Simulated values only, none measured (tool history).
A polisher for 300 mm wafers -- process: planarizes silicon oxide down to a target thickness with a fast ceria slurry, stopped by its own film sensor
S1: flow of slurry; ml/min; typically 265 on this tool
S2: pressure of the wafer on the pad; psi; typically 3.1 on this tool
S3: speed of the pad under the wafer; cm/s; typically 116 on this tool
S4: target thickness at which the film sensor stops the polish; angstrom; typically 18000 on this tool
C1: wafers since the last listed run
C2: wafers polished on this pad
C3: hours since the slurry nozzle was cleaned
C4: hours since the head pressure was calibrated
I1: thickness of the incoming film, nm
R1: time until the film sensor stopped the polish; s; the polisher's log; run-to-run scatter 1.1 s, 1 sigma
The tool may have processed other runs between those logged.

{"run": 1, "hour": 0.0, "S1": 265, "S2": 2.4, "S3": 134, "S4": 18000, "C1": 0, "C2": 3160, "C3": 200.4, "C4": 779.6, "I1": 3584.4, "R1": 95.1}
{"run": 2, "hour": 40.3, "S1": 265, "S2": 2.4, "S3": 134, "S4": 18000, "C1": 441, "C2": 3602, "C3": 240.7, "C4": 819.9, "I1": 3551.3, "R1": 93.6}
{"run": 3, "hour": 104.2, "S1": 265, "S2": 3.1, "S3": 116, "S4": 18000, "C1": 700, "C2": 4303, "C3": 304.6, "C4": 883.8, "I1": 3662.4, "R1": 94.1}
{"run": 4, "hour": 182.3, "S1": 265, "S2": 3.1, "S3": 116, "S4": 18000, "C1": 856, "C2": 5159, "C3": 382.7, "C4": 961.9, "I1": 3593.1, "R1": 93.4}
{"hour": 225.8, "done": "worn pad replaced by a new one"}
{"hour": 265.7, "done": "head pressure recalibrated"}
{"run": 5, "hour": 285.6, "S1": 265, "S2": 3.1, "S3": 116, "S4": 18000, "C1": 1066, "C2": 633, "C3": 486, "C4": 19.9, "I1": 3647.4, "R1": 85}
{"run": 6, "hour": 351.5, "S1": 265, "S2": 3.1, "S3": 116, "S4": 18000, "C1": 722, "C2": 1355, "C3": 551.9, "C4": 85.8, "I1": 3629.9, "R1": 85.4}
{"hour": 352.9, "done": "slurry nozzle cleaned"}
{"run": 7, "hour": 671.8, "S1": 265, "S2": 3.1, "S3": 116, "S4": 18000, "C1": 3500, "C2": 4856, "C3": 318.9, "C4": 406.1, "I1": 3623.6, "R1": 85.2}
{"run": 8, "hour": 741.6, "S1": 265, "S2": 3.1, "S3": 102, "S4": 18000, "C1": 765, "C2": 5621, "C3": 388.7, "C4": 475.9, "I1": 3610.2, "R1": 93.4}
{"run": 9, "hour": 783.2, "S1": 265, "S2": 3.1, "S3": 102, "S4": 18000, "C1": 456, "C2": 6077, "C3": 430.3, "C4": 517.5, "I1": 3659.5, "R1": 97.3}
{"hour": 797.8, "done": "worn pad replaced by a new one"}
{"run": 10, "hour": 850.9, "S1": 265, "S2": 3.1, "S3": 102, "S4": 18000, "C1": 698, "C2": 582, "C3": 498, "C4": 585.2, "I1": 3661.7, "R1": 96.7}
{"run": 11, "hour": 933.8, "S1": 300, "S2": 3.1, "S3": 116, "S4": 18000, "C1": 908, "C2": 1490, "C3": 580.9, "C4": 668.1, "I1": 3568.3, "R1": 85.3}
{"hour": 985.2, "done": "slurry nozzle cleaned"}
{"run": 12, "hour": 1000.4, "S1": 265, "S2": 3.1, "S3": 116, "S4": 18000, "C1": 719, "C2": 2210, "C3": 15.2, "C4": 734.7, "I1": 3616.1, "R1": 89.9}
{"run": 13, "hour": 1082.0, "S1": 265, "S2": 3.1, "S3": 116, "S4": 18000, "C1": 894, "C2": 3104, "C3": 96.8, "C4": 816.3, "I1": 3593, "R1": 85.4}
{"run": 14, "hour": 1154.7, "S1": 265, "S2": 3.1, "S3": 116, "S4": 18000, "C1": 796, "C2": 3901, "C3": 169.5, "C4": 889, "I1": 3686.5, "R1": 91.9}
{"hour": 1221.2, "done": "head pressure recalibrated"}
{"run": 15, "hour": 1221.7, "S1": 265, "S2": 3.1, "S3": 116, "S4": 19800, "C1": 712, "C2": 4614, "C3": 236.5, "C4": 0.5, "I1": 3639.4, "R1": 76.6}
{"run": 16, "hour": 1297.4, "S1": 265, "S2": 3.1, "S3": 116, "S4": 19800, "C1": 829, "C2": 5443, "C3": 312.2, "C4": 76.2, "I1": 3586, "R1": 74.8}
{"hour": 1351.4, "done": "worn pad replaced by a new one"}
{"run": 17, "hour": 1387.2, "S1": 265, "S2": 3.1, "S3": 116, "S4": 19800, "C1": 940, "C2": 392, "C3": 402, "C4": 166, "I1": 3639.6, "R1": 77.4}
{"run": 18, "hour": 1468.5, "S1": 340, "S2": 4.1, "S3": 116, "S4": 19600, "C1": 891, "C2": 1283, "C3": 483.3, "C4": 247.3, "I1": 3629.8, "R1": 63.1}
{"hour": 1489.8, "done": "slurry nozzle cleaned"}
{"run": 19, "hour": 1511.7, "S1": 200, "S2": 4, "S3": 116, "S4": 11940, "C1": 462, "C2": 1746, "C3": 21.9, "C4": 290.5, "I1": 3561.8, "R1": 94.3}
{"run": 20, "hour": 1567.5, "S1": 265, "S2": 3.1, "S3": 116, "S4": 18000, "C1": 611, "C2": 2358, "C3": 77.7, "C4": 346.3, "I1": 3667.3, "R1": 89.3}
{"run": 21, "hour": 1618.7, "S1": 265, "S2": 3.6, "S3": 128, "S4": 18000, "C1": 561, "C2": 2919, "C3": 128.9, "C4": 397.5, "I1": 3563.8, "R1": 70.8}
{"run": 22, "hour": 1690.3, "S1": 265, "S2": 3.1, "S3": 116, "S4": 18000, "C1": 784, "C2": 3704, "C3": 200.5, "C4": 469.1, "I1": 3578.7, "R1": 83.4}
{"run": 23, "hour": 1781.3, "S1": 180, "S2": 4, "S3": 116, "S4": 18000, "C1": 997, "C2": 4701, "C3": 291.5, "C4": 560.1, "I1": 3643.7, "R1": 75.3}
{"run": 24, "hour": 1847.6, "S1": 265, "S2": 3.1, "S3": 116, "S4": 18000, "C1": 726, "C2": 5428, "C3": 357.8, "C4": 626.4, "I1": 3546.9, "R1": 85.4}
{"hour": 1879.3, "done": "worn pad replaced by a new one"}
{"run": 25, "hour": 1971.4, "S1": 265, "S2": 3.6, "S3": 116, "S4": 18000, "C1": 1313, "C2": 1009, "C3": 481.6, "C4": 750.2, "I1": 3587.7, "R1": 78.6}
{"hour": 1974.4, "done": "slurry nozzle cleaned"}
{"run": 26, "hour": 2029.0, "S1": 265, "S2": 3.1, "S3": 116, "S4": 18000, "C1": 620, "C2": 1629, "C3": 54.6, "C4": 807.8, "I1": 3603.3, "R1": 87.9}
{"hour": 2066.8, "done": "head pressure recalibrated"}
{"run": 27, "hour": 2116.0, "S1": 215, "S2": 3.1, "S3": 138, "S4": 12190, "C1": 931, "C2": 2561, "C3": 141.6, "C4": 49.2, "I1": 3565.4, "R1": 98}
{"run": 28, "hour": 2185.6, "S1": 265, "S2": 4, "S3": 134, "S4": 18000, "C1": 762, "C2": 3324, "C3": 211.2, "C4": 118.8, "I1": 3587.7, "R1": 63.8}
{"run": 29, "hour": 2258.0, "S1": 265, "S2": 3.1, "S3": 116, "S4": 18000, "C1": 793, "C2": 4118, "C3": 283.6, "C4": 191.2, "I1": 3653, "R1": 88.1}
{"run": 30, "hour": 2314.6, "S1": 265, "S2": 3.1, "S3": 116, "S4": 18000, "C1": 620, "C2": 4738, "C3": 340.2, "C4": 247.8, "I1": 3608.7, "R1": 83.9}
{"run": 31, "hour": 2373.1, "S1": 265, "S2": 3.1, "S3": 116, "S4": 18000, "C1": 641, "C2": 5379, "C3": 398.7, "C4": 306.3, "I1": 3551.6, "R1": 83.3}
{"hour": 2420.5, "done": "worn pad replaced by a new one"}
{"run": 32, "hour": 2472.9, "S1": 320, "S2": 3.1, "S3": 116, "S4": 14190, "C1": 1050, "C2": 574, "C3": 498.5, "C4": 406.1, "I1": 3572.4, "R1": 99.6}
{"run": 33, "hour": 2522.9, "S1": 265, "S2": 3.1, "S3": 152, "S4": 18000, "C1": 548, "C2": 1123, "C3": 548.5, "C4": 456.1, "I1": 3615.9, "R1": 73.5}
{"run": 34, "hour": 2580.1, "S1": 320, "S2": 3.1, "S3": 90, "S4": 19630, "C1": 627, "C2": 1750, "C3": 605.7, "C4": 513.3, "I1": 3694.1, "R1": 94.7}

Each row is a separate what-if for the run after 34, all from the same tool condition, not one after another. Results?
{"run": "A", "hour": 2580.6, "S1": 340, "S2": 3.1, "S3": 116, "S4": 18000, "C1": 5, "C2": 1755, "C3": 606.2, "C4": 513.8, "I1": 3586.6, "R1": "?"}
{"run": "B", "hour": 2580.6, "S1": 340, "S2": 3.8, "S3": 116, "S4": 18000, "C1": 5, "C2": 1755, "C3": 606.2, "C4": 513.8, "I1": 3586.6, "R1": "?"}
{"run": "C", "hour": 2580.6, "S1": 185, "S2": 2.6, "S3": 84, "S4": 15670, "C1": 5, "C2": 1755, "C3": 606.2, "C4": 513.8, "I1": 3586.6, "R1": "?"}
{"run": "D", "hour": 2580.6, "S1": 220, "S2": 3.6, "S3": 106, "S4": 15280, "C1": 5, "C2": 1755, "C3": 606.2, "C4": 513.8, "I1": 3586.6, "R1": "?"}
{"run": "E", "hour": 2580.6, "S1": 265, "S2": 3.1, "S3": 136, "S4": 18000, "C1": 5, "C2": 1755, "C3": 606.2, "C4": 513.8, "I1": 3586.6, "R1": "?"}

run=A R1=85.6
run=B R1=74.3
run=C R1=137.3
run=D R1=96.9
run=E R1=78.3
Without the tool's hidden state the same runs would have given:
run=A R1=82.9
run=B R1=72
run=C R1=133.1
run=D R1=93.9
run=E R1=75.9

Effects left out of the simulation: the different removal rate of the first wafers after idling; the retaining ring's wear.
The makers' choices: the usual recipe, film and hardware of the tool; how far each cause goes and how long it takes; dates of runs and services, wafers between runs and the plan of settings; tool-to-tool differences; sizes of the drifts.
